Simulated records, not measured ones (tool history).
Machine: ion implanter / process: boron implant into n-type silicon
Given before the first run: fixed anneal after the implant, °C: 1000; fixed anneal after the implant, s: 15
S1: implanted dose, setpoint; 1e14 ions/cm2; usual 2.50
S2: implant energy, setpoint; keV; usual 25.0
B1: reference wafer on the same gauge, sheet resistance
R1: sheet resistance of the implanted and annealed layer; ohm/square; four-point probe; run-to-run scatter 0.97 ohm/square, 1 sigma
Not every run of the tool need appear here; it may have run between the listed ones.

run,day,S1,S2,B1,R1
1,0.000,2.50,25.0,371.10,382.66
2,2.925,2.50,25.0,370.82,384.76
3,7.308,2.50,25.0,370.91,383.93
4,10.188,2.50,25.0,371.23,383.79
5,18.938,2.50,27.5,370.99,379.80
6,32.333,2.50,27.5,371.14,377.65
7,35.888,2.50,27.5,371.05,375.97
8,37.762,2.81,25.0,370.90,348.61
9,41.558,2.66,25.0,371.12,360.75
10,44.492,2.66,25.0,370.60,361.20
11,48.271,2.50,23.0,371.26,383.57
12,50.700,2.50,25.0,371.19,379.26
13,54.033,2.50,25.0,370.97,376.83
14,57.604,2.50,25.0,371.09,376.69
15,60.450,2.50,25.0,370.90,383.06
16,63.629,2.50,28.0,370.93,380.10
17,66.292,2.50,28.0,370.84,378.02
18,68.304,2.50,28.0,370.74,376.97
19,71.908,2.50,32.0,371.01,372.53
20,76.108,2.50,25.0,371.03,383.37
21,77.708,2.94,33.5,371.18,326.82
22,81.504,2.18,16.5,371.08,445.93
23,83.367,2.88,19.5,370.97,350.83
24,86.900,2.50,28.5,371.22,376.97
25,90.838,2.85,25.0,370.95,346.27
26,95.192,1.99,16.5,370.90,481.38
27,98.262,2.27,27.5,371.25,406.43
28,101.046,2.92,19.0,371.06,347.71
29,105.308,2.50,16.5,371.04,397.82
30,107.521,1.96,29.0,370.87,449.94
31,111.392,2.26,25.0,371.03,408.22
32,122.400,2.50,25.0,370.86,379.04
33,125.892,2.50,25.0,370.93,377.64
34,127.525,2.73,21.0,371.03,367.14
35,130.304,2.05,30.5,371.30,436.80
36,131.888,2.50,25.0,370.92,384.35
37,135.242,2.50,25.0,371.26,386.02

Withheld: 4 entries from between the runs. Position of each, and hidden state at the listed run before versus the listed run after:
After run 14, before run 15: Faraday cup replaced and dose calibrated (day 60.112)
  deviation of the true dose from the Faraday cup's reading, %: 3.01 -> 0.553
  measured less the result without the state, R1: -8.83 -> -1.65 ohm/square
After run 16, before run 17: gauge calibrated (day 63.862)
  deviation of the true dose from the Faraday cup's reading, %: 0.559 -> 0.572
  measured less the result without the state, R1: -1.64 -> -1.67 ohm/square
After run 25, before run 26: extraction supply calibrated (day 91.900)
  deviation of the true dose from the Faraday cup's reading, %: 1.03 -> 1.17
  measured less the result without the state, R1: -2.78 -> -4.54 ohm/square
After run 33, before run 34: Faraday cup replaced and dose calibrated (day 126.767)
  deviation of the true dose from the Faraday cup's reading, %: 2.73 -> -0.153
  measured less the result without the state, R1: -8.01 -> +0.44 ohm/square

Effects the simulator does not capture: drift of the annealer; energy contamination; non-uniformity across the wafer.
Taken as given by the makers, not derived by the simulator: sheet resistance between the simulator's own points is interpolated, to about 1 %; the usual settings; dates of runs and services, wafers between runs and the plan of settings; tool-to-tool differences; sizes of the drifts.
